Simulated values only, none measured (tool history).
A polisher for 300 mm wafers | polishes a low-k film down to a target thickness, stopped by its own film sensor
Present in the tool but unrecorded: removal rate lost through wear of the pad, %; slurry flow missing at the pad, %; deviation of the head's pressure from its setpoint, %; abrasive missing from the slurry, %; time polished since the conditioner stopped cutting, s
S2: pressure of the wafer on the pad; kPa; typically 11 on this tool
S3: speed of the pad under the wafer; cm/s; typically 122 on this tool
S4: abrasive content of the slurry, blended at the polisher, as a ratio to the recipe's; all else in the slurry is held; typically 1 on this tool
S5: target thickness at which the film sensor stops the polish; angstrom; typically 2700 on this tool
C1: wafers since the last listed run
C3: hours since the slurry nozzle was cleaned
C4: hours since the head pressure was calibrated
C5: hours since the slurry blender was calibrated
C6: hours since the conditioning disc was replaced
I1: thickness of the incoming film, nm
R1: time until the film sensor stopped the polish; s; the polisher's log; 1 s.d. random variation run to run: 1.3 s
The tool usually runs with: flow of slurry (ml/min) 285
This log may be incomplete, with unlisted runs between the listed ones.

run 1 hour=0 | flow_of_slurry_(ml/min)=285 S2=11 S3=140 S4=1 S5=2700 | C1=0 wafers_polished_on_this_pad=573 C3=182.4 C4=1233.1 C5=17.9 C6=116.9 | I1=296.5 | R1=94.5
run 2 hour=26.6 | flow_of_slurry_(ml/min)=285 S2=11 S3=140 S4=1 S5=2700 | C1=234 wafers_polished_on_this_pad=807 C3=209 C4=1259.7 C5=44.5 C6=143.5 | I1=300 | R1=110
run 3 hour=56.6 | flow_of_slurry_(ml/min)=285 S2=11 S3=140 S4=1 S5=2700 | C1=264 wafers_polished_on_this_pad=1071 C3=239 C4=1289.7 C5=74.5 C6=173.5 | I1=302.1 | R1=130.5
-- hour=66.1 conditioning disc replaced and pad reconditioned
-- hour=85.7 slurry nozzle cleaned
-- hour=86.2 worn pad replaced by a new one
run 4 hour=86.7 | flow_of_slurry_(ml/min)=285 S2=11 S3=122 S4=1 S5=2700 | C1=234 wafers_polished_on_this_pad=4 C3=1 C4=1319.8 C5=104.6 C6=20.6 | I1=296.7 | R1=88.4
run 5 hour=103 | flow_of_slurry_(ml/min)=285 S2=11 S3=122 S4=1 S5=2700 | C1=143 wafers_polished_on_this_pad=147 C3=17.3 C4=1336.1 C5=120.9 C6=36.9 | I1=299.1 | R1=99.6
run 6 hour=119.6 | flow_of_slurry_(ml/min)=285 S2=11 S3=122 S4=1 S5=2700 | C1=146 wafers_polished_on_this_pad=294 C3=33.9 C4=1352.7 C5=137.5 C6=53.5 | I1=296.9 | R1=93.9
run 7 hour=152.7 | flow_of_slurry_(ml/min)=285 S2=11 S3=100 S4=1 S5=2700 | C1=291 wafers_polished_on_this_pad=586 C3=67 C4=1385.8 C5=170.6 C6=86.6 | I1=302.4 | R1=128.9
run 8 hour=176.7 | flow_of_slurry_(ml/min)=285 S2=11 S3=122 S4=1 S5=2700 | C1=211 wafers_polished_on_this_pad=797 C3=91 C4=1409.8 C5=194.6 C6=110.6 | I1=301.5 | R1=120.3
run 9 hour=199.3 | flow_of_slurry_(ml/min)=285 S2=11 S3=122 S4=1 S5=2700 | C1=199 wafers_polished_on_this_pad=996 C3=113.6 C4=1432.4 C5=217.2 C6=133.2 | I1=297.4 | R1=111.7
-- hour=214.7 conditioning disc replaced and pad reconditioned
-- hour=223.8 head pressure recalibrated
run 10 hour=229 | flow_of_slurry_(ml/min)=285 S2=11 S3=122 S4=1 S5=2700 | C1=226 wafers_polished_on_this_pad=1223 C3=143.3 C4=5.2 C5=246.9 C6=14.3 | I1=300.6 | R1=111.4
-- hour=239.1 worn pad replaced by a new one
run 11 hour=328.1 | flow_of_slurry_(ml/min)=285 S2=11 S3=122 S4=1 S5=2700 | C1=838 wafers_polished_on_this_pad=784 C3=242.4 C4=104.3 C5=346 C6=113.4 | I1=297.1 | R1=103.5
run 12 hour=357.1 | flow_of_slurry_(ml/min)=285 S2=11 S3=122 S4=1 S5=2700 | C1=255 wafers_polished_on_this_pad=1039 C3=271.4 C4=133.3 C5=375 C6=142.4 | I1=299.7 | R1=120.7
-- hour=375 slurry blender recalibrated
run 13 hour=377.1 | flow_of_slurry_(ml/min)=285 S2=13.1 S3=102 S4=1.15 S5=2750 | C1=158 wafers_polished_on_this_pad=1198 C3=291.4 C4=153.3 C5=2.1 C6=162.4 | I1=297.7 | R1=92.3
-- hour=380.1 conditioning disc replaced and pad reconditioned
-- hour=380.7 slurry nozzle cleaned
-- hour=384.7 worn pad replaced by a new one
run 14 hour=408.8 | flow_of_slurry_(ml/min)=285 S2=12.4 S3=122 S4=1.15 S5=2700 | C1=221 wafers_polished_on_this_pad=212 C3=28.1 C4=185 C5=33.8 C6=28.7 | I1=298.6 | R1=84.2
run 15 hour=427.9 | flow_of_slurry_(ml/min)=285 S2=11 S3=136 S4=1 S5=2620 | C1=168 wafers_polished_on_this_pad=380 C3=47.2 C4=204.1 C5=52.9 C6=47.8 | I1=295.5 | R1=107.8
run 16 hour=447.2 | flow_of_slurry_(ml/min)=200 S2=11 S3=146 S4=1 S5=2700 | C1=170 wafers_polished_on_this_pad=550 C3=66.5 C4=223.4 C5=72.2 C6=67.1 | I1=299.3 | R1=94.9
run 17 hour=479.5 | flow_of_slurry_(ml/min)=285 S2=11 S3=92 S4=1 S5=2700 | C1=284 wafers_polished_on_this_pad=835 C3=98.8 C4=255.7 C5=104.5 C6=99.4 | I1=296.6 | R1=115.7
run 18 hour=505.6 | flow_of_slurry_(ml/min)=215 S2=11 S3=136 S4=1 S5=2700 | C1=230 wafers_polished_on_this_pad=1065 C3=124.9 C4=281.8 C5=130.6 C6=125.5 | I1=299.8 | R1=115.9
run 19 hour=534.9 | flow_of_slurry_(ml/min)=330 S2=11 S3=122 S4=0.8 S5=2700 | C1=258 wafers_polished_on_this_pad=1323 C3=154.2 C4=311.1 C5=159.9 C6=154.8 | I1=293.3 | R1=110.2
-- hour=542.5 worn pad replaced by a new one
-- hour=551.7 conditioning disc replaced and pad reconditioned
run 20 hour=552.5 | flow_of_slurry_(ml/min)=360 S2=11 S3=138 S4=0.9 S5=2770 | C1=102 wafers_polished_on_this_pad=70 C3=171.8 C4=328.7 C5=177.5 C6=0.8 | I1=300.3 | R1=72.3
run 21 hour=567.1 | flow_of_slurry_(ml/min)=285 S2=11 S3=122 S4=1 S5=2700 | C1=128 wafers_polished_on_this_pad=199 C3=186.4 C4=343.3 C5=192.1 C6=15.4 | I1=299.7 | R1=98.1
run 22 hour=600.8 | flow_of_slurry_(ml/min)=285 S2=11 S3=122 S4=0.85 S5=2660 | C1=297 wafers_polished_on_this_pad=496 C3=220.1 C4=377 C5=225.8 C6=49.1 | I1=294 | R1=102.1
-- hour=674 worn pad replaced by a new one
run 23 hour=674.5 | flow_of_slurry_(ml/min)=310 S2=11 S3=146 S4=1.2 S5=2700 | C1=614 wafers_polished_on_this_pad=4 C3=293.8 C4=450.7 C5=299.5 C6=122.8 | I1=302.7 | R1=103.2
-- hour=679.1 slurry nozzle cleaned
-- hour=706 conditioning disc replaced and pad reconditioned
run 24 hour=707.9 | flow_of_slurry_(ml/min)=215 S2=13.8 S3=122 S4=1 S5=2600 | C1=267 wafers_polished_on_this_pad=272 C3=28.8 C4=484.1 C5=332.9 C6=1.9 | I1=299.5 | R1=117.5

5 options for the next run, each taken on its own from the tool as it stands now. Forecast them:
run A hour=708.3 | flow_of_slurry_(ml/min)=215 S2=11 S3=122 S4=1 S5=2700 | C1=3 wafers_polished_on_this_pad=275 C3=29.2 C4=484.5 C5=333.3 C6=2.3 | I1=304.3 | R1=?
run B hour=708.3 | flow_of_slurry_(ml/min)=335 S2=11 S3=122 S4=1.15 S5=2700 | C1=3 wafers_polished_on_this_pad=275 C3=29.2 C4=484.5 C5=333.3 C6=2.3 | I1=304.3 | R1=?
run C hour=708.3 | flow_of_slurry_(ml/min)=285 S2=11 S3=122 S4=1.15 S5=2730 | C1=3 wafers_polished_on_this_pad=275 C3=29.2 C4=484.5 C5=333.3 C6=2.3 | I1=304.3 | R1=?
run D hour=708.3 | flow_of_slurry_(ml/min)=240 S2=9 S3=122 S4=1.15 S5=2700 | C1=3 wafers_polished_on_this_pad=275 C3=29.2 C4=484.5 C5=333.3 C6=2.3 | I1=304.3 | R1=?
run E hour=708.3 | flow_of_slurry_(ml/min)=255 S2=11 S3=104 S4=1.2 S5=2730 | C1=3 wafers_polished_on_this_pad=275 C3=29.2 C4=484.5 C5=333.3 C6=2.3 | I1=304.3 | R1=?

run=A R1=118.1
run=B R1=108.1
run=C R1=100
run=D R1=125.4
run=E R1=109.4
With no hidden state in the tool, these same runs would have given:
run=A R1=115.8
run=B R1=106.1
run=C R1=98.1
run=D R1=123.1
run=E R1=107.4
